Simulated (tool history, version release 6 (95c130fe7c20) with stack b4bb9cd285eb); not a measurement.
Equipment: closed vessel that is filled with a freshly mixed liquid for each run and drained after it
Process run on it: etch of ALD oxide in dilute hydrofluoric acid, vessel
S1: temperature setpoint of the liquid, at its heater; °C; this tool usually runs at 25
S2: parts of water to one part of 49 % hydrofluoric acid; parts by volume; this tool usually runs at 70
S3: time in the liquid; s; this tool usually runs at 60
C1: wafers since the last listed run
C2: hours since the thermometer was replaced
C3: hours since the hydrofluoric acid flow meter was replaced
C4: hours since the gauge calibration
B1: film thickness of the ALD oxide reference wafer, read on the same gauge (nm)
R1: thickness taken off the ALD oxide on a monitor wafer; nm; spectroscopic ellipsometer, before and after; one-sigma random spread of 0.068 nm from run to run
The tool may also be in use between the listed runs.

Run 1, day 0: usual settings; C1 0; C2 1199.4; C3 1209.8; C4 402.5; B1 80.02. Result: R1 23.17 nm.
Run 2, day 3.421: usual settings; C1 9540; C2 1281.5; C3 1291.9; C4 484.6; B1 79.96. Result: R1 23.34 nm.
Run 3, day 7.912: usual settings; C1 12526; C2 1389.3; C3 1399.7; C4 592.4; B1 80.04. Result: R1 23.43 nm.
Run 4, day 11.612: usual settings; C1 10318; C2 1478.1; C3 1488.5; C4 681.2; B1 80.01. Result: R1 23.48 nm.
Run 5, day 14.25: usual settings but S1 28 °C, S2 55 parts by volume; C1 7355; C2 1541.4; C3 1551.8; C4 744.5; B1 79.98. Result: R1 34.4 nm.
Run 6, day 17.733: usual settings but S1 28 °C, S2 55 parts by volume; C1 9714; C2 1625; C3 1635.4; C4 828.1; B1 80. Result: R1 34.49 nm.
Run 7, day 21.2: usual settings; C1 9667; C2 1708.2; C3 1718.6; C4 911.3; B1 80.01. Result: R1 23.6 nm.
At day 21.575: thermometer replaced.
Run 8, day 23.233: usual settings; C1 5554; C2 39.8; C3 1767.4; C4 960.1; B1 80. Result: R1 23.73 nm.
At day 24.588: hydrofluoric acid flow meter replaced.
Run 9, day 26.817: usual settings but S2 95 parts by volume, S3 30 s; C1 9877; C2 125.8; C3 53.5; C4 1046.1; B1 80.03. Result: R1 8.8 nm.
Run 10, day 31.196: usual settings; C1 12212; C2 230.9; C3 158.6; C4 1151.2; B1 80.01. Result: R1 24.76 nm.
At day 32.696: hydrofluoric acid flow meter replaced, repeated, since the last time left the tool worse.
Run 11, day 35.642: usual settings; C1 12282; C2 337.6; C3 70.7; C4 1257.9; B1 79.99. Result: R1 22.64 nm.
At day 37.1: gauge calibrated.
Run 12, day 39.654: usual settings; C1 11190; C2 433.9; C3 167; C4 61.3; B1 80.04. Result: R1 22.44 nm.
Run 13, day 42.379: usual settings but S2 55 parts by volume; C1 7599; C2 499.3; C3 232.4; C4 126.7; B1 80. Result: R1 29.29 nm.
Run 14, day 45.017: usual settings but S1 21 °C; C1 7355; C2 562.6; C3 295.7; C4 190; B1 79.97. Result: R1 19.32 nm.
Run 15, day 46.817: usual settings but S2 50 parts by volume, S3 50 s; C1 5019; C2 605.8; C3 338.9; C4 233.2; B1 80.05. Result: R1 27.13 nm.
Run 16, day 50.896: usual settings but S1 23 °C; C1 11376; C2 703.7; C3 436.8; C4 331.1; B1 79.99. Result: R1 20.91 nm.
Run 17, day 52.529: usual settings but S1 21 °C, S3 90 s; C1 4555; C2 742.9; C3 476; C4 370.3; B1 80.05. Result: R1 28.85 nm.

Run by run, hidden condition taken away, random variation retained:
Unlogged tool condition in this case: liquid colder than its thermometer reads (K); hydrofluoric acid flow above the setpoint (%); gauge reads high (%).
run     R1
  1   22.3
  2  22.41
  3  22.43
  4  22.42
  5   32.8
  6  32.81
  7  22.39
  8  22.48
  9   7.99
 10  22.49
 11  22.56
 12   22.3
 13  29.06
 14  19.13
 15  26.83
 16  20.61
 17  28.41
